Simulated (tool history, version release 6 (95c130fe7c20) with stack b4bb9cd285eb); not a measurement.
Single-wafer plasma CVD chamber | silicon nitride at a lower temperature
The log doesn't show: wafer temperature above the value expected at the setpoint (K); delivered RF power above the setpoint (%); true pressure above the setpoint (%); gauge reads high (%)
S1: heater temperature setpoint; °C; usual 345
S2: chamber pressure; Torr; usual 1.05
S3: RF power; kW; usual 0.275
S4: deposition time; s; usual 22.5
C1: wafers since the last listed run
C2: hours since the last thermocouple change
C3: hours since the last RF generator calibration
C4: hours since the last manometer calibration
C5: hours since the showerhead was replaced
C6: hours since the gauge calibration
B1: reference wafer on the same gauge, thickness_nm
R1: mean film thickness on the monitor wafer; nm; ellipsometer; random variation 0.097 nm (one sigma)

| run | hour | S1 | S2 | S3 | S4 | C1 | C2 | C3 | C4 | C5 | C6 | B1 | R1 |
|---|---|---|---|---|---|---|---|---|---|---|---|---|---|
| 1 | 0 | 345 | 1.05 | 0.275 | 22.5 | 0 | 964.4 | 833.3 | 1237.1 | 3109.5 | 1017.3 | 19.548 | 18.617 |
| 2 | 16.1 | 354 | 1.05 | 0.275 | 22.5 | 257 | 980.5 | 849.4 | 1253.2 | 3125.6 | 1033.4 | 19.56 | 18.485 |
| 3 | 51 | 354 | 1.05 | 0.275 | 22.5 | 558 | 1015.4 | 884.3 | 1288.1 | 3160.5 | 1068.3 | 19.548 | 18.341 |
| 4 | 75.3 | 345 | 0.86 | 0.275 | 22.5 | 388 | 1039.7 | 908.6 | 1312.4 | 3184.8 | 1092.6 | 19.559 | 17.486 |
| 5 | 181.7 | 345 | 0.86 | 0.275 | 22.5 | 1703 | 1146.1 | 1015 | 1418.8 | 3291.2 | 1199 | 19.545 | 17.357 |
|  | 189.3 | gauge calibrated |
|  | 191.3 | capacitance manometer re-zeroed and calibrated |
| 6 | 201.3 | 345 | 0.86 | 0.275 | 22.5 | 185 | 1165.7 | 1034.6 | 10 | 3310.8 | 12 | 20.311 | 18.176 |
| 7 | 231.8 | 345 | 1.05 | 0.275 | 22.5 | 488 | 1196.2 | 1065.1 | 40.5 | 3341.3 | 42.5 | 20.261 | 19.058 |
| 8 | 256.8 | 345 | 1.05 | 0.275 | 22.5 | 400 | 1221.2 | 1090.1 | 65.5 | 3366.3 | 67.5 | 20.214 | 18.878 |
|  | 265.3 | thermocouple changed; heater temperature recalibrated |
|  | 293.3 | showerhead replaced |
| 9 | 293.8 | 345 | 1.05 | 0.275 | 22.5 | 336 | 28.5 | 1127.1 | 102.5 | 0.5 | 104.5 | 20.139 | 19.067 |
| 10 | 302 | 345 | 1.05 | 0.275 | 22.5 | 131 | 36.7 | 1135.3 | 110.7 | 8.7 | 112.7 | 20.148 | 19.019 |
| 11 | 316.4 | 345 | 1.05 | 0.275 | 22.5 | 230 | 51.1 | 1149.7 | 125.1 | 23.1 | 127.1 | 20.123 | 18.867 |
| 12 | 341.9 | 345 | 1.05 | 0.275 | 22.5 | 408 | 76.6 | 1175.2 | 150.6 | 48.6 | 152.6 | 20.065 | 19.047 |
| 13 | 354.6 | 331 | 1.05 | 0.25 | 22.5 | 203 | 89.3 | 1187.9 | 163.3 | 61.3 | 165.3 | 20.041 | 17.601 |
| 14 | 374.6 | 345 | 1.05 | 0.275 | 22.5 | 320 | 109.3 | 1207.9 | 183.3 | 81.3 | 185.3 | 20.039 | 19.01 |
| 15 | 402.1 | 345 | 1.05 | 0.275 | 22.5 | 440 | 136.8 | 1235.4 | 210.8 | 108.8 | 212.8 | 19.984 | 18.945 |
| 16 | 422.7 | 340 | 1.19 | 0.275 | 22.5 | 329 | 157.4 | 1256 | 231.4 | 129.4 | 233.4 | 19.946 | 19.587 |
| 17 | 458.3 | 358 | 0.82 | 0.295 | 25.9 | 569 | 193 | 1291.6 | 267 | 165 | 269 | 19.913 | 21.271 |
| 18 | 474.6 | 345 | 1.05 | 0.275 | 22.5 | 260 | 209.3 | 1307.9 | 283.3 | 181.3 | 285.3 | 19.906 | 18.854 |
| 19 | 506.7 | 345 | 1.05 | 0.275 | 25.5 | 513 | 241.4 | 1340 | 315.4 | 213.4 | 317.4 | 19.88 | 21.374 |
| 20 | 538.4 | 345 | 1.05 | 0.275 | 18.9 | 507 | 273.1 | 1371.7 | 347.1 | 245.1 | 349.1 | 19.817 | 15.789 |
| 21 | 566.8 | 345 | 0.93 | 0.275 | 18.8 | 454 | 301.5 | 1400.1 | 375.5 | 273.5 | 377.5 | 19.825 | 15.135 |
|  | 629.3 | RF generator calibrated |
| 22 | 638.6 | 357 | 1.05 | 0.275 | 22.5 | 1021 | 373.3 | 9.3 | 447.3 | 345.3 | 449.3 | 19.78 | 18.664 |
| 23 | 657.8 | 345 | 1.05 | 0.275 | 22.5 | 307 | 392.5 | 28.5 | 466.5 | 364.5 | 468.5 | 19.757 | 18.579 |
| 24 | 689.1 | 336 | 1.05 | 0.23 | 25.7 | 501 | 423.8 | 59.8 | 497.8 | 395.8 | 499.8 | 19.735 | 18.309 |
| 25 | 710.9 | 345 | 1.3 | 0.295 | 22.5 | 348 | 445.6 | 81.6 | 519.6 | 417.6 | 521.6 | 19.719 | 20.964 |
| 26 | 731.8 | 358 | 1.05 | 0.275 | 18.1 | 334 | 466.5 | 102.5 | 540.5 | 438.5 | 542.5 | 19.715 | 14.842 |
| 27 | 764.9 | 356 | 0.92 | 0.25 | 23.9 | 529 | 499.6 | 135.6 | 573.6 | 471.6 | 575.6 | 19.698 | 17.342 |
| 28 | 787.2 | 345 | 0.97 | 0.275 | 20.5 | 356 | 521.9 | 157.9 | 595.9 | 493.9 | 597.9 | 19.68 | 16.669 |
| 29 | 811.9 | 345 | 1.05 | 0.275 | 22.5 | 395 | 546.6 | 182.6 | 620.6 | 518.6 | 622.6 | 19.68 | 18.697 |
| 30 | 826.7 | 356 | 0.92 | 0.31 | 18.2 | 236 | 561.4 | 197.4 | 635.4 | 533.4 | 637.4 | 19.658 | 15.956 |

What the log doesn't show, run by run:
wafer temperature above the value expected at the setpoint (K): 0 in every run
delivered RF power above the setpoint (%): 0 in every run
true pressure above the setpoint (%): 0 in every run
H1: gauge reads high (%)
| run | H1 |
|---|---|
| 1 | -4.1 |
| 2 | -4.11 |
| 3 | -4.13 |
| 4 | -4.14 |
| 5 | -4.19 |
| 6 | -0.379 |
| 7 | -0.696 |
| 8 | -0.937 |
| 9 | -1.26 |
| 10 | -1.33 |
| 11 | -1.44 |
| 12 | -1.64 |
| 13 | -1.73 |
| 14 | -1.86 |
| 15 | -2.04 |
| 16 | -2.16 |
| 17 | -2.36 |
| 18 | -2.44 |
| 19 | -2.59 |
| 20 | -2.73 |
| 21 | -2.84 |
| 22 | -3.09 |
| 23 | -3.15 |
| 24 | -3.24 |
| 25 | -3.3 |
| 26 | -3.35 |
| 27 | -3.42 |
| 28 | -3.47 |
| 29 | -3.52 |
| 30 | -3.55 |

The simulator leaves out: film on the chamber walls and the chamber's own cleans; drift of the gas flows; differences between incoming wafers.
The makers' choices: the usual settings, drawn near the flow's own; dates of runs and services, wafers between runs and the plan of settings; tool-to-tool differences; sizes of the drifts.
